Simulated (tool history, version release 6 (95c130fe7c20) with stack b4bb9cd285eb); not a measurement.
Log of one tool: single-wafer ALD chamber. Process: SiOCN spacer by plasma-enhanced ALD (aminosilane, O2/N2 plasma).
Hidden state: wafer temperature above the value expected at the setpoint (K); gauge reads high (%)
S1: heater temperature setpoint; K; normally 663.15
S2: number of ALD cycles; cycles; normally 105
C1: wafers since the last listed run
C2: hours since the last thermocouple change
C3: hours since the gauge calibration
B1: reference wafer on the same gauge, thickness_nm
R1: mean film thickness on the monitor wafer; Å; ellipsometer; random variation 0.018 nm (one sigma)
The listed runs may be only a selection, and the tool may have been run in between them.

run 1 hour=0.0 | S1=663.15 S2=105 | C1=0 C2=692.4 C3=786.1 | B1=6.743 | R1=69.74
run 2 hour=64.4 | S1=663.15 S2=105 | C1=103 C2=756.8 C3=850.5 | B1=6.735 | R1=69.55
run 3 hour=127.8 | S1=663.15 S2=105 | C1=101 C2=820.2 C3=913.9 | B1=6.722 | R1=69.30
run 4 hour=186.8 | S1=675.15 S2=105 | C1=94 C2=879.2 C3=972.9 | B1=6.704 | R1=68.86
run 5 hour=219.2 | S1=675.15 S2=105 | C1=51 C2=911.6 C3=1005.3 | B1=6.699 | R1=69.03
run 6 hour=266.9 | S1=663.15 S2=105 | C1=76 C2=959.3 C3=1053.0 | B1=6.683 | R1=69.07
run 7 hour=323.2 | S1=663.15 S2=105 | C1=90 C2=1015.6 C3=1109.3 | B1=6.666 | R1=69.07
run 8 hour=388.2 | S1=652.15 S2=105 | C1=104 C2=1080.6 C3=1174.3 | B1=6.649 | R1=68.72
-- hour=399.2 gauge calibrated
-- hour=426.8 thermocouple changed; heater temperature recalibrated
run 9 hour=453.1 | S1=663.15 S2=105 | C1=91 C2=26.3 C3=53.9 | B1=6.808 | R1=70.63
run 10 hour=499.7 | S1=657.15 S2=121 | C1=74 C2=72.9 C3=100.5 | B1=6.816 | R1=81.03
run 11 hour=561.2 | S1=657.15 S2=121 | C1=98 C2=134.4 C3=162.0 | B1=6.817 | R1=81.45
run 12 hour=624.2 | S1=677.15 S2=105 | C1=101 C2=197.4 C3=225.0 | B1=6.811 | R1=69.59
run 13 hour=674.8 | S1=663.15 S2=105 | C1=81 C2=248.0 C3=275.6 | B1=6.810 | R1=70.03
run 14 hour=741.4 | S1=670.15 S2=93 | C1=106 C2=314.6 C3=342.2 | B1=6.798 | R1=62.17
run 15 hour=765.4 | S1=663.15 S2=119 | C1=38 C2=338.6 C3=366.2 | B1=6.790 | R1=79.76
run 16 hour=794.3 | S1=663.15 S2=105 | C1=46 C2=367.5 C3=395.1 | B1=6.796 | R1=69.98
run 17 hour=827.2 | S1=663.15 S2=105 | C1=52 C2=400.4 C3=428.0 | B1=6.790 | R1=70.51
run 18 hour=851.5 | S1=654.15 S2=105 | C1=38 C2=424.7 C3=452.3 | B1=6.786 | R1=69.93
run 19 hour=880.6 | S1=657.15 S2=116 | C1=46 C2=453.8 C3=481.4 | B1=6.779 | R1=77.53
run 20 hour=937.7 | S1=663.15 S2=85 | C1=91 C2=510.9 C3=538.5 | B1=6.784 | R1=56.76
run 21 hour=995.2 | S1=663.15 S2=105 | C1=92 C2=568.4 C3=596.0 | B1=6.770 | R1=69.85
run 22 hour=1049.6 | S1=663.15 S2=95 | C1=87 C2=622.8 C3=650.4 | B1=6.762 | R1=63.45

Forecast each of these 4 alternatives for the next run:
run A hour=1050.2 | S1=650.15 S2=105 | C1=0 C2=623.4 C3=651.0 | B1=? | R1=?
run B hour=1050.2 | S1=667.15 S2=90 | C1=0 C2=623.4 C3=651.0 | B1=? | R1=?
run C hour=1050.2 | S1=674.15 S2=105 | C1=0 C2=623.4 C3=651.0 | B1=? | R1=?
run D hour=1050.2 | S1=673.15 S2=116 | C1=0 C2=623.4 C3=651.0 | B1=? | R1=?

run=A B1=6.764 R1=69.63
run=B B1=6.764 R1=59.69
run=C B1=6.764 R1=69.34
run=D B1=6.764 R1=76.85
With no hidden state in the tool, these same runs would have given:
run=A R1=70.35
run=B R1=60.30
run=C R1=70.06
run=D R1=77.64

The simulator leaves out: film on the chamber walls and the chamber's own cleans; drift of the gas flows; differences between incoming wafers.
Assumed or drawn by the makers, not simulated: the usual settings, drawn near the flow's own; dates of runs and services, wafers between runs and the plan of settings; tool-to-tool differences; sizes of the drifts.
